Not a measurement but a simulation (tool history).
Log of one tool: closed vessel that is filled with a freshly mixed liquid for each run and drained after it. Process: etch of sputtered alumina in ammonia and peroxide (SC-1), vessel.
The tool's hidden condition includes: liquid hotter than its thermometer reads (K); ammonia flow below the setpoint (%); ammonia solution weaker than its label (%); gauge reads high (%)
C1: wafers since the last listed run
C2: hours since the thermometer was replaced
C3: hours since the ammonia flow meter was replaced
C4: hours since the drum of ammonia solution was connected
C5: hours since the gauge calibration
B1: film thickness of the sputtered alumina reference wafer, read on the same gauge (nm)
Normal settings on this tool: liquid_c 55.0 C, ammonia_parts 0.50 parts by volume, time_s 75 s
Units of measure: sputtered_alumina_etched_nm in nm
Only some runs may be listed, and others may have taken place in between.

{"run": 1, "hour": 0.0, "liquid_c": 55.0, "ammonia_parts": 0.65, "time_s": 60, "C1": 0, "C2": 149.7, "C3": 732.2, "C4": 962.8, "C5": 629.3, "B1": 120.006, "sputtered_alumina_etched_nm": 3.138}
{"hour": 17.0, "done": "new drum of ammonia solution connected"}
{"run": 2, "hour": 179.6, "liquid_c": 55.0, "ammonia_parts": 0.65, "time_s": 60, "C1": 14067, "C2": 329.3, "C3": 911.8, "C4": 162.6, "C5": 808.9, "B1": 120.038, "sputtered_alumina_etched_nm": 3.191}
{"run": 3, "hour": 217.9, "liquid_c": 55.0, "ammonia_parts": 0.65, "time_s": 60, "C1": 3016, "C2": 367.6, "C3": 950.1, "C4": 200.9, "C5": 847.2, "B1": 119.979, "sputtered_alumina_etched_nm": 3.169}
{"run": 4, "hour": 245.8, "liquid_c": 55.0, "ammonia_parts": 0.5, "time_s": 75, "C1": 2197, "C2": 395.5, "C3": 978.0, "C4": 228.8, "C5": 875.1, "B1": 120.0, "sputtered_alumina_etched_nm": 3.938}
{"run": 5, "hour": 298.7, "liquid_c": 55.0, "ammonia_parts": 0.5, "time_s": 75, "C1": 4166, "C2": 448.4, "C3": 1030.9, "C4": 281.7, "C5": 928.0, "B1": 120.022, "sputtered_alumina_etched_nm": 3.967}
{"run": 6, "hour": 349.6, "liquid_c": 55.0, "ammonia_parts": 0.5, "time_s": 75, "C1": 4009, "C2": 499.3, "C3": 1081.8, "C4": 332.6, "C5": 978.9, "B1": 119.986, "sputtered_alumina_etched_nm": 3.962}
{"run": 7, "hour": 409.3, "liquid_c": 55.0, "ammonia_parts": 0.5, "time_s": 75, "C1": 4702, "C2": 559.0, "C3": 1141.5, "C4": 392.3, "C5": 1038.6, "B1": 120.001, "sputtered_alumina_etched_nm": 3.929}
{"hour": 413.6, "done": "thermometer replaced"}
{"run": 8, "hour": 439.8, "liquid_c": 55.0, "ammonia_parts": 0.5, "time_s": 75, "C1": 2323, "C2": 26.2, "C3": 1172.0, "C4": 422.8, "C5": 1069.1, "B1": 120.019, "sputtered_alumina_etched_nm": 3.838}
{"hour": 443.4, "done": "gauge calibrated"}
{"run": 9, "hour": 468.5, "liquid_c": 55.0, "ammonia_parts": 0.5, "time_s": 75, "C1": 2260, "C2": 54.9, "C3": 1200.7, "C4": 451.5, "C5": 25.1, "B1": 120.006, "sputtered_alumina_etched_nm": 3.777}
{"run": 10, "hour": 520.7, "liquid_c": 55.0, "ammonia_parts": 0.5, "time_s": 75, "C1": 4111, "C2": 107.1, "C3": 1252.9, "C4": 503.7, "C5": 77.3, "B1": 119.995, "sputtered_alumina_etched_nm": 3.81}
{"run": 11, "hour": 563.5, "liquid_c": 55.0, "ammonia_parts": 0.5, "time_s": 75, "C1": 3371, "C2": 149.9, "C3": 1295.7, "C4": 546.5, "C5": 120.1, "B1": 120.006, "sputtered_alumina_etched_nm": 3.819}
{"run": 12, "hour": 588.9, "liquid_c": 64.0, "ammonia_parts": 0.5, "time_s": 75, "C1": 2000, "C2": 175.3, "C3": 1321.1, "C4": 571.9, "C5": 145.5, "B1": 120.014, "sputtered_alumina_etched_nm": 6.017}
{"hour": 590.0, "done": "ammonia flow meter replaced"}
{"run": 13, "hour": 633.9, "liquid_c": 64.5, "ammonia_parts": 0.5, "time_s": 55, "C1": 3465, "C2": 220.3, "C3": 43.9, "C4": 616.9, "C5": 190.5, "B1": 119.972, "sputtered_alumina_etched_nm": 4.592}
{"run": 14, "hour": 677.0, "liquid_c": 52.0, "ammonia_parts": 0.4, "time_s": 50, "C1": 3394, "C2": 263.4, "C3": 87.0, "C4": 660.0, "C5": 233.6, "B1": 120.014, "sputtered_alumina_etched_nm": 2.181}
{"run": 15, "hour": 726.3, "liquid_c": 55.0, "ammonia_parts": 0.5, "time_s": 75, "C1": 3883, "C2": 312.7, "C3": 136.3, "C4": 709.3, "C5": 282.9, "B1": 119.986, "sputtered_alumina_etched_nm": 3.865}
{"run": 16, "hour": 771.1, "liquid_c": 55.0, "ammonia_parts": 0.5, "time_s": 75, "C1": 3528, "C2": 357.5, "C3": 181.1, "C4": 754.1, "C5": 327.7, "B1": 119.996, "sputtered_alumina_etched_nm": 3.882}
{"run": 17, "hour": 832.5, "liquid_c": 50.5, "ammonia_parts": 0.55, "time_s": 75, "C1": 4836, "C2": 418.9, "C3": 242.5, "C4": 815.5, "C5": 389.1, "B1": 119.997, "sputtered_alumina_etched_nm": 3.103}
{"hour": 885.1, "done": "new drum of ammonia solution connected"}
{"hour": 899.9, "done": "thermometer replaced"}
{"run": 18, "hour": 913.0, "liquid_c": 55.0, "ammonia_parts": 0.4, "time_s": 100, "C1": 6183, "C2": 13.1, "C3": 323.0, "C4": 27.9, "C5": 469.6, "B1": 120.023, "sputtered_alumina_etched_nm": 5.003}
{"run": 19, "hour": 942.0, "liquid_c": 64.5, "ammonia_parts": 0.5, "time_s": 75, "C1": 2284, "C2": 42.1, "C3": 352.0, "C4": 56.9, "C5": 498.6, "B1": 120.003, "sputtered_alumina_etched_nm": 6.201}
{"run": 20, "hour": 986.5, "liquid_c": 55.0, "ammonia_parts": 0.5, "time_s": 115, "C1": 3505, "C2": 86.6, "C3": 396.5, "C4": 101.4, "C5": 543.1, "B1": 119.993, "sputtered_alumina_etched_nm": 5.901}
{"run": 21, "hour": 1135.7, "liquid_c": 50.0, "ammonia_parts": 0.5, "time_s": 75, "C1": 11752, "C2": 235.8, "C3": 545.7, "C4": 250.6, "C5": 692.3, "B1": 119.995, "sputtered_alumina_etched_nm": 2.958}

Selected run-to-run steps in sputtered_alumina_etched_nm, each split into two signed amounts: the part the tool would show with no hidden state at all (from settings, incoming material and random variation), and the remainder, which goes to the hidden state together with any gauge scatter not common to the measured and the hidden-state-free results:
Run 7 -> 8: thermometer replaced. sputtered_alumina_etched_nm -0.091 nm: hidden state -0.181, all else +0.090.
Run 13 -> 14: liquid_c 64.5 -> 52.0, ammonia_parts 0.50 -> 0.40, time_s 55 -> 50. sputtered_alumina_etched_nm -2.411 nm: hidden state -0.035, all else -2.376.
Run 17 -> 18: liquid_c 50.5 -> 55.0, ammonia_parts 0.55 -> 0.40, time_s 75 -> 100, new drum of ammonia solution connected, thermometer replaced. sputtered_alumina_etched_nm +1.900 nm: hidden state -0.089, all else +1.989.
Run 20 -> 21: liquid_c 55.0 -> 50.0, time_s 115 -> 75. sputtered_alumina_etched_nm -2.943 nm: hidden state +0.007, all else -2.950.
